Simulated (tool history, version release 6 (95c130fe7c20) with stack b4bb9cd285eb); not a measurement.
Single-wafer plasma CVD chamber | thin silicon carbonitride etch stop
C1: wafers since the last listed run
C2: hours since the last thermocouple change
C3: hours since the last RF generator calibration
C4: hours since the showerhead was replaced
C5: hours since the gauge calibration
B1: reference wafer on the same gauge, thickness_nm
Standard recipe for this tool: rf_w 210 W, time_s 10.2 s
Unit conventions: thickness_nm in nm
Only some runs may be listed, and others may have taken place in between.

Run 1, day 0.000: usual settings but time_s 9.4 s; C1 0; C2 1837.4; C3 1997.7; C4 4632.9; C5 740.0; B1 6.306. Result: thickness_nm 5.067 nm.
Run 2, day 1.221: usual settings but time_s 9.4 s; C1 569; C2 1866.7; C3 2027.0; C4 4662.2; C5 769.3; B1 6.311. Result: thickness_nm 5.082 nm.
Run 3, day 2.296: usual settings but time_s 11.7 s; C1 501; C2 1892.5; C3 2052.8; C4 4688.0; C5 795.1; B1 6.311. Result: thickness_nm 6.306 nm.
Run 4, day 3.154: usual settings but time_s 11.7 s; C1 400; C2 1913.1; C3 2073.4; C4 4708.6; C5 815.7; B1 6.311. Result: thickness_nm 6.296 nm.
Run 5, day 4.562: usual settings but time_s 11.7 s; C1 656; C2 1946.9; C3 2107.2; C4 4742.4; C5 849.5; B1 6.309. Result: thickness_nm 6.293 nm.
Run 6, day 5.129: usual settings but time_s 9.0 s; C1 264; C2 1960.5; C3 2120.8; C4 4756.0; C5 863.1; B1 6.311. Result: thickness_nm 4.844 nm.
Run 7, day 5.646: usual settings; C1 240; C2 1972.9; C3 2133.2; C4 4768.4; C5 875.5; B1 6.305. Result: thickness_nm 5.503 nm.
Run 8, day 6.475: usual settings; C1 386; C2 1992.8; C3 2153.1; C4 4788.3; C5 895.4; B1 6.311. Result: thickness_nm 5.501 nm.
At day 7.500: RF generator calibrated.
At day 7.954: thermocouple changed; heater temperature recalibrated.
Run 9, day 7.975: usual settings; C1 388; C2 0.5; C3 11.4; C4 4824.3; C5 931.4; B1 6.312. Result: thickness_nm 5.609 nm.
Run 10, day 9.096: usual settings; C1 522; C2 27.4; C3 38.3; C4 4851.2; C5 958.3; B1 6.311. Result: thickness_nm 5.602 nm.
Run 11, day 13.308: usual settings; C1 1964; C2 128.5; C3 139.4; C4 4952.3; C5 1059.4; B1 6.307. Result: thickness_nm 5.631 nm.
At day 14.021: gauge calibrated.
Run 12, day 14.092: usual settings but time_s 11.5 s; C1 365; C2 147.3; C3 158.2; C4 4971.1; C5 1.7; B1 6.312. Result: thickness_nm 6.336 nm.
Run 13, day 15.433: usual settings but rf_w 230 W; C1 625; C2 179.5; C3 190.4; C4 5003.3; C5 33.9; B1 6.313. Result: thickness_nm 5.744 nm.
Run 14, day 16.592: usual settings but rf_w 230 W; C1 540; C2 207.3; C3 218.2; C4 5031.1; C5 61.7; B1 6.309. Result: thickness_nm 5.715 nm.
At day 17.788: showerhead replaced.
Run 15, day 17.808: usual settings; C1 411; C2 236.5; C3 247.4; C4 0.5; C5 90.9; B1 6.308. Result: thickness_nm 5.617 nm.
Run 16, day 18.962: usual settings but rf_w 170 W, time_s 11.8 s; C1 538; C2 264.2; C3 275.1; C4 28.2; C5 118.6; B1 6.312. Result: thickness_nm 6.181 nm.
Run 17, day 20.246: usual settings but rf_w 180 W, time_s 11.9 s; C1 598; C2 295.0; C3 305.9; C4 59.0; C5 149.4; B1 6.309. Result: thickness_nm 6.332 nm.
Run 18, day 21.300: usual settings but rf_w 185 W, time_s 10.9 s; C1 491; C2 320.3; C3 331.2; C4 84.3; C5 174.7; B1 6.305. Result: thickness_nm 5.825 nm.
Run 19, day 22.067: usual settings; C1 357; C2 338.7; C3 349.6; C4 102.7; C5 193.1; B1 6.311. Result: thickness_nm 5.605 nm.
Run 20, day 23.050: usual settings but rf_w 240 W, time_s 11.1 s; C1 458; C2 362.3; C3 373.2; C4 126.3; C5 216.7; B1 6.308. Result: thickness_nm 6.290 nm.
Run 21, day 23.762: usual settings but rf_w 170 W, time_s 8.5 s; C1 332; C2 379.4; C3 390.3; C4 143.4; C5 233.8; B1 6.310. Result: thickness_nm 4.440 nm.
Run 22, day 24.988: usual settings but rf_w 235 W, time_s 8.6 s; C1 571; C2 408.8; C3 419.7; C4 172.8; C5 263.2; B1 6.308. Result: thickness_nm 4.849 nm.
Run 23, day 25.758: usual settings but time_s 9.6 s; C1 359; C2 427.3; C3 438.2; C4 191.3; C5 281.7; B1 6.308. Result: thickness_nm 5.273 nm.
Run 24, day 26.304: usual settings but rf_w 185 W, time_s 12.0 s; C1 254; C2 440.4; C3 451.3; C4 204.4; C5 294.8; B1 6.308. Result: thickness_nm 6.418 nm.
Run 25, day 27.312: usual settings but time_s 11.7 s; C1 470; C2 464.6; C3 475.5; C4 228.6; C5 319.0; B1 6.312. Result: thickness_nm 6.435 nm.
Run 26, day 27.933: usual settings but rf_w 245 W, time_s 8.6 s; C1 289; C2 479.5; C3 490.4; C4 243.5; C5 333.9; B1 6.308. Result: thickness_nm 4.899 nm.
Run 27, day 32.138: usual settings but rf_w 190 W; C1 1960; C2 580.4; C3 591.3; C4 344.4; C5 434.8; B1 6.308. Result: thickness_nm 5.486 nm.
Run 28, day 32.988: usual settings but time_s 9.0 s; C1 396; C2 600.8; C3 611.7; C4 364.8; C5 455.2; B1 6.311. Result: thickness_nm 4.927 nm.
Run 29, day 33.492: usual settings; C1 235; C2 612.9; C3 623.8; C4 376.9; C5 467.3; B1 6.306. Result: thickness_nm 5.596 nm.
Run 30, day 34.504: usual settings but time_s 8.4 s; C1 472; C2 637.2; C3 648.1; C4 401.2; C5 491.6; B1 6.311. Result: thickness_nm 4.605 nm.
Run 31, day 35.883: usual settings but rf_w 185 W, time_s 9.4 s; C1 643; C2 670.3; C3 681.2; C4 434.3; C5 524.7; B1 6.312. Result: thickness_nm 5.017 nm.
Run 32, day 36.842: usual settings; C1 446; C2 693.3; C3 704.2; C4 457.3; C5 547.7; B1 6.312. Result: thickness_nm 5.580 nm.
Run 33, day 37.383: usual settings but rf_w 225 W, time_s 10.8 s; C1 252; C2 706.3; C3 717.2; C4 470.3; C5 560.7; B1 6.313. Result: thickness_nm 6.013 nm.
Run 34, day 37.946: usual settings but time_s 8.6 s; C1 262; C2 719.8; C3 730.7; C4 483.8; C5 574.2; B1 6.309. Result: thickness_nm 4.734 nm.
Run 35, day 39.129: usual settings but rf_w 170 W, time_s 9.0 s; C1 551; C2 748.2; C3 759.1; C4 512.2; C5 602.6; B1 6.306. Result: thickness_nm 4.691 nm.
Run 36, day 39.733: usual settings but rf_w 185 W, time_s 9.1 s; C1 281; C2 762.7; C3 773.6; C4 526.7; C5 617.1; B1 6.309. Result: thickness_nm 4.848 nm.
Run 37, day 40.850: usual settings; C1 520; C2 789.5; C3 800.4; C4 553.5; C5 643.9; B1 6.311. Result: thickness_nm 5.602 nm.

Branching from run 37: 3 alternative next runs. What would each branch give?
Run A, day 40.867: usual settings but time_s 11.0 s; C1 7; C2 789.9; C3 800.8; C4 553.9; C5 644.3; B1 ?. Result: thickness_nm ?.
Run B, day 40.867: usual settings but rf_w 245 W; C1 7; C2 789.9; C3 800.8; C4 553.9; C5 644.3; B1 ?. Result: thickness_nm ?.
Run C, day 40.867: usual settings but rf_w 225 W, time_s 9.6 s; C1 7; C2 789.9; C3 800.8; C4 553.9; C5 644.3; B1 ?. Result: thickness_nm ?.

run     B1  thickness_nm
  A  6.311         6.029
  B  6.311         5.804
  C  6.311         5.350
With no hidden state in the tool, these same runs would have given:
run  thickness_nm
  A         6.047
  B         5.821
  C         5.366
